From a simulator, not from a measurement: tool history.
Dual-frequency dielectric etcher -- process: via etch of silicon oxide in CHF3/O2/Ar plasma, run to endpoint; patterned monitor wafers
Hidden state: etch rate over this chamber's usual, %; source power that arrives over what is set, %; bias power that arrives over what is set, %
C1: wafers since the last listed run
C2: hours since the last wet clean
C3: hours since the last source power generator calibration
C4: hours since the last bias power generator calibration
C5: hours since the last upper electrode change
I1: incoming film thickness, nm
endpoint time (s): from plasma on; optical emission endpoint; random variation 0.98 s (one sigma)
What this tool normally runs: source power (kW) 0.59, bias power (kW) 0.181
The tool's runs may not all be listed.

Run 1, day 0: usual settings but bias power (kW) 0.199; C1 0; C2 185.8; C3 1839.1; C4 3516.4; C5 2831.2; I1 445.5. Result: endpoint time (s) 213.3.
Run 2, day 3.908: usual settings but bias power (kW) 0.199; C1 334; C2 279.6; C3 1932.9; C4 3610.2; C5 2925; I1 444.1. Result: endpoint time (s) 211.9.
Run 3, day 7.838: usual settings; C1 336; C2 373.9; C3 2027.2; C4 3704.5; C5 3019.3; I1 446.4. Result: endpoint time (s) 218.3.
Run 4, day 12.321: usual settings; C1 383; C2 481.5; C3 2134.8; C4 3812.1; C5 3126.9; I1 445.2. Result: endpoint time (s) 217.9.
Run 5, day 16.8: usual settings; C1 383; C2 589; C3 2242.3; C4 3919.6; C5 3234.4; I1 444.8. Result: endpoint time (s) 215.7.
At day 20.612: wet clean of the chamber.
Run 6, day 20.725: usual settings; C1 250; C2 2.7; C3 2336.5; C4 4013.8; C5 3328.6; I1 442.6. Result: endpoint time (s) 217.5.
Run 7, day 24.217: usual settings but source power (kW) 0.48, bias power (kW) 0.149; C1 298; C2 86.5; C3 2420.3; C4 4097.6; C5 3412.4; I1 450.2. Result: endpoint time (s) 259.
Run 8, day 26.088: usual settings; C1 160; C2 131.4; C3 2465.2; C4 4142.5; C5 3457.3; I1 442.9. Result: endpoint time (s) 219.8.
Run 9, day 29.296: usual settings; C1 274; C2 208.4; C3 2542.2; C4 4219.5; C5 3534.3; I1 449.3. Result: endpoint time (s) 219.6.
At day 32.512: bias power generator calibrated.
Run 10, day 33.688: usual settings; C1 361; C2 313.8; C3 2647.6; C4 28.2; C5 3639.7; I1 445.1. Result: endpoint time (s) 218.3.
Run 11, day 37.483: usual settings; C1 324; C2 404.9; C3 2738.7; C4 119.3; C5 3730.8; I1 447.4. Result: endpoint time (s) 218.1.
Run 12, day 41.129: usual settings; C1 312; C2 492.4; C3 2826.2; C4 206.8; C5 3818.3; I1 446.4. Result: endpoint time (s) 216.6.
Run 13, day 43.058: usual settings; C1 165; C2 538.7; C3 2872.5; C4 253.1; C5 3864.6; I1 447. Result: endpoint time (s) 217.3.
At day 46.796: wet clean of the chamber.
Run 14, day 46.992: usual settings; C1 251; C2 4.7; C3 2966.9; C4 347.5; C5 3959; I1 448.7. Result: endpoint time (s) 220.9.
Run 15, day 50.188: usual settings; C1 273; C2 81.4; C3 3043.6; C4 424.2; C5 4035.7; I1 447. Result: endpoint time (s) 218.5.
Run 16, day 53.925: usual settings but source power (kW) 0.73, bias power (kW) 0.159; C1 319; C2 171.1; C3 3133.3; C4 513.9; C5 4125.4; I1 443.7. Result: endpoint time (s) 203.9.
Run 17, day 58.296: usual settings but bias power (kW) 0.218; C1 374; C2 276; C3 3238.2; C4 618.8; C5 4230.3; I1 442.3. Result: endpoint time (s) 205.3.
Run 18, day 60.2: usual settings; C1 163; C2 321.7; C3 3283.9; C4 664.5; C5 4276; I1 439.5. Result: endpoint time (s) 214.3.
Run 19, day 63.571: usual settings but source power (kW) 0.65; C1 288; C2 402.6; C3 3364.8; C4 745.4; C5 4356.9; I1 449.2. Result: endpoint time (s) 207.8.
At day 66: upper electrode replaced.
Run 20, day 66.233: usual settings but source power (kW) 0.72, bias power (kW) 0.221; C1 142; C2 466.5; C3 3428.7; C4 809.3; C5 5.6; I1 448.3. Result: endpoint time (s) 188.6.
Run 21, day 68.133: usual settings but source power (kW) 0.73, bias power (kW) 0.165; C1 162; C2 512.1; C3 3474.3; C4 854.9; C5 51.2; I1 444.6. Result: endpoint time (s) 199.
At day 68.904: source power generator calibrated.
Run 22, day 70.567: usual settings; C1 194; C2 570.5; C3 39.9; C4 913.3; C5 109.6; I1 443.2. Result: endpoint time (s) 218.6.
At day 72.821: wet clean of the chamber.
Run 23, day 74.95: usual settings; C1 289; C2 51.1; C3 145.1; C4 1018.5; C5 214.8; I1 444.3. Result: endpoint time (s) 221.7.
Run 24, day 78.046: usual settings but bias power (kW) 0.202; C1 265; C2 125.4; C3 219.4; C4 1092.8; C5 289.1; I1 441.6. Result: endpoint time (s) 213.2.
Run 25, day 80.688: usual settings but source power (kW) 0.7, bias power (kW) 0.155; C1 226; C2 188.8; C3 282.8; C4 1156.2; C5 352.5; I1 448. Result: endpoint time (s) 212.4.
Run 26, day 86.638: usual settings but bias power (kW) 0.148; C1 509; C2 331.6; C3 425.6; C4 1299; C5 495.3; I1 446.5. Result: endpoint time (s) 232.3.
Run 27, day 88.683: usual settings but source power (kW) 0.5, bias power (kW) 0.217; C1 175; C2 380.7; C3 474.7; C4 1348.1; C5 544.4; I1 445.7. Result: endpoint time (s) 226.8.
Run 28, day 93.058: usual settings but source power (kW) 0.54, bias power (kW) 0.207; C1 374; C2 485.7; C3 579.7; C4 1453.1; C5 649.4; I1 450.8. Result: endpoint time (s) 222.7.
Run 29, day 97.079: usual settings but source power (kW) 0.7, bias power (kW) 0.163; C1 344; C2 582.2; C3 676.2; C4 1549.6; C5 745.9; I1 446.4. Result: endpoint time (s) 206.2.
Run 30, day 99.2: usual settings but source power (kW) 0.45, bias power (kW) 0.193; C1 181; C2 633.1; C3 727.1; C4 1600.5; C5 796.8; I1 449.4. Result: endpoint time (s) 245.2.
Run 31, day 101.375: usual settings but source power (kW) 0.55; C1 186; C2 685.3; C3 779.3; C4 1652.7; C5 849; I1 444.3. Result: endpoint time (s) 221.5.
At day 104.733: wet clean of the chamber.
Run 32, day 104.754: usual settings but source power (kW) 0.71, bias power (kW) 0.158; C1 203; C2 0.5; C3 860.4; C4 1733.8; C5 930.1; I1 448.8. Result: endpoint time (s) 212.1.
Run 33, day 106.112: usual settings; C1 116; C2 33.1; C3 893; C4 1766.4; C5 962.7; I1 449.2. Result: endpoint time (s) 221.4.
Run 34, day 108.45: usual settings but source power (kW) 0.66; C1 200; C2 89.2; C3 949.1; C4 1822.5; C5 1018.8; I1 446.9. Result: endpoint time (s) 211.4.
Run 35, day 111.196: usual settings but source power (kW) 0.73, bias power (kW) 0.155; C1 235; C2 155.1; C3 1015; C4 1888.4; C5 1084.7; I1 448.2. Result: endpoint time (s) 208.
Run 36, day 115.146: usual settings; C1 338; C2 249.9; C3 1109.8; C4 1983.2; C5 1179.5; I1 444.8. Result: endpoint time (s) 217.9.

Hidden condition of the tool, last listed run before each entry between runs versus first listed run after:
From run 5 to run 6: wet clean of the chamber (day 20.612)
  etch rate over this chamber's usual, %: 1.65 -> -0.303; source power that arrives over what is set, %: 5.15 -> 5.21
  difference, measured minus the result without the unlogged condition, endpoint time (s): -8.8 -> -4.6
From run 9 to run 10: bias power generator calibrated (day 32.512)
  etch rate over this chamber's usual, %: 0.314 -> 0.631; source power that arrives over what is set, %: 5.33 -> 5.38
  difference, measured minus the result without the unlogged condition, endpoint time (s): -6.1 -> -6.8
From run 13 to run 14: wet clean of the chamber (day 46.796)
  etch rate over this chamber's usual, %: 1.31 -> -0.00573; source power that arrives over what is set, %: 5.48 -> 5.52
  difference, measured minus the result without the unlogged condition, endpoint time (s): -8.4 -> -5.6
From run 19 to run 20: upper electrode replaced (day 66)
  etch rate over this chamber's usual, %: 1.19 -> 1.38; source power that arrives over what is set, %: 5.64 -> 5.66
  difference, measured minus the result without the unlogged condition, endpoint time (s): -7.9 -> -7.6
From run 21 to run 22: source power generator calibrated (day 68.904)
  etch rate over this chamber's usual, %: 1.52 -> 1.69; source power that arrives over what is set, %: 5.67 -> 0.823
  difference, measured minus the result without the unlogged condition, endpoint time (s): -8.3 -> -4.6
From run 22 to run 23: wet clean of the chamber (day 72.821)
  etch rate over this chamber's usual, %: 1.69 -> 0.11; source power that arrives over what is set, %: 0.823 -> 1.26
  difference, measured minus the result without the unlogged condition, endpoint time (s): -4.6 -> -1.5
From run 31 to run 32: wet clean of the chamber (day 104.733)
  etch rate over this chamber's usual, %: 2.01 -> 0.00434; source power that arrives over what is set, %: 3.19 -> 3.37
  difference, measured minus the result without the unlogged condition, endpoint time (s): -7.9 -> -3.4

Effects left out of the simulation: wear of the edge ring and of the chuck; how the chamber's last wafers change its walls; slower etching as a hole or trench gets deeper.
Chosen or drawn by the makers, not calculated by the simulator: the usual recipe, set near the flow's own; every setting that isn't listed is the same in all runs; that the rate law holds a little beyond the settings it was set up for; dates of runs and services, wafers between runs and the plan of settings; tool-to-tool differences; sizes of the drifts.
